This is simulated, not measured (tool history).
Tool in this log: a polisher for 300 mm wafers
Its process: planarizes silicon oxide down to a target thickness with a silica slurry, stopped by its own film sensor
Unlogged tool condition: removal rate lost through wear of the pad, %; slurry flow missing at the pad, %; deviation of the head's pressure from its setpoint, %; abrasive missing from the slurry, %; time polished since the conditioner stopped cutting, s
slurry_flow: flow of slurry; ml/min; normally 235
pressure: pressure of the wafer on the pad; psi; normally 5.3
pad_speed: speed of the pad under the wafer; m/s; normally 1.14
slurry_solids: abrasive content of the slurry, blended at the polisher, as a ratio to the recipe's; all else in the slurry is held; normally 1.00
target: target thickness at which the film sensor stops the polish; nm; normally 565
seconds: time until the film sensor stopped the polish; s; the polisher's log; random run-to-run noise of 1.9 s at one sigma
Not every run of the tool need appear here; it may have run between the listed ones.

run	hour	slurry_flow	pressure	pad_speed	slurry_solids	target	wafers since the last listed run	wafers polished on this pad	hours since the slurry nozzle was cleaned	hours since the head pressure was calibrated	hours since the slurry blender was calibrated	hours since the conditioning disc was replaced	incoming thickness of the incoming film, nm	seconds
1	0.0	235	5.3	1.14	1.00	565	0	921	461.9	1112.9	392.8	287.8	1006.7	112.7
2	9.8	235	5.3	1.14	1.00	565	122	1043	471.7	1122.7	402.6	297.6	1020.1	113.8
# hour 15.2: worn pad replaced by a new one
3	26.6	235	5.3	1.14	1.00	565	159	141	488.5	1139.5	419.4	314.4	1018.1	111.7
4	34.7	235	5.3	1.14	1.00	565	101	243	496.6	1147.6	427.5	322.5	1025.9	118.0
5	42.3	235	5.3	1.14	1.00	565	94	337	504.2	1155.2	435.1	330.1	1024.0	116.5
6	57.7	235	5.3	1.14	1.00	565	192	530	519.6	1170.6	450.5	345.5	1035.4	116.5
# hour 66.1: conditioning disc replaced and pad reconditioned
7	66.6	200	5.3	1.14	1.00	673	86	616	528.5	1179.5	459.4	0.5	1014.8	88.8
# hour 73.2: slurry nozzle cleaned
8	80.4	235	5.9	1.42	1.10	492	159	775	7.2	1193.3	473.2	14.3	1024.4	102.5
9	88.2	235	6.5	1.14	1.00	565	97	873	15.0	1201.1	481.0	22.1	1022.2	100.8
# hour 104.5: worn pad replaced by a new one
# hour 105.7: head pressure recalibrated
# hour 108.0: slurry blender recalibrated
10	108.5	235	6.5	1.14	1.00	565	163	9	35.3	2.8	0.5	42.4	1032.1	101.3
11	115.6	290	6.3	1.14	0.70	565	88	98	42.4	9.9	7.6	49.5	1019.9	126.2
12	129.2	300	5.9	1.32	1.25	565	169	267	56.0	23.5	21.2	63.1	1019.5	84.2
13	141.6	235	5.3	1.38	1.00	565	154	422	68.4	35.9	33.6	75.5	1020.6	99.5
14	157.6	235	6.4	1.14	1.15	466	199	622	84.4	51.9	49.6	91.5	1025.6	115.4

What if the next run were any one of these 4? Each begins from the tool's condition after run 14:
A	158.0	235	4.0	1.14	1.00	565	4	627	84.8	52.3	50.0	91.9	1026.6	?
B	158.0	235	4.8	1.14	1.00	565	4	627	84.8	52.3	50.0	91.9	1026.6	?
C	158.0	235	4.6	0.80	0.80	498	4	627	84.8	52.3	50.0	91.9	1026.6	?
D	158.0	235	4.5	1.14	1.00	605	4	627	84.8	52.3	50.0	91.9	1026.6	?

run	seconds
A	145.4
B	129.3
C	222.8
D	123.2
What these runs would have given with no unlogged condition in the tool:
run	seconds
A	145.4
B	129.3
C	222.8
D	123.2

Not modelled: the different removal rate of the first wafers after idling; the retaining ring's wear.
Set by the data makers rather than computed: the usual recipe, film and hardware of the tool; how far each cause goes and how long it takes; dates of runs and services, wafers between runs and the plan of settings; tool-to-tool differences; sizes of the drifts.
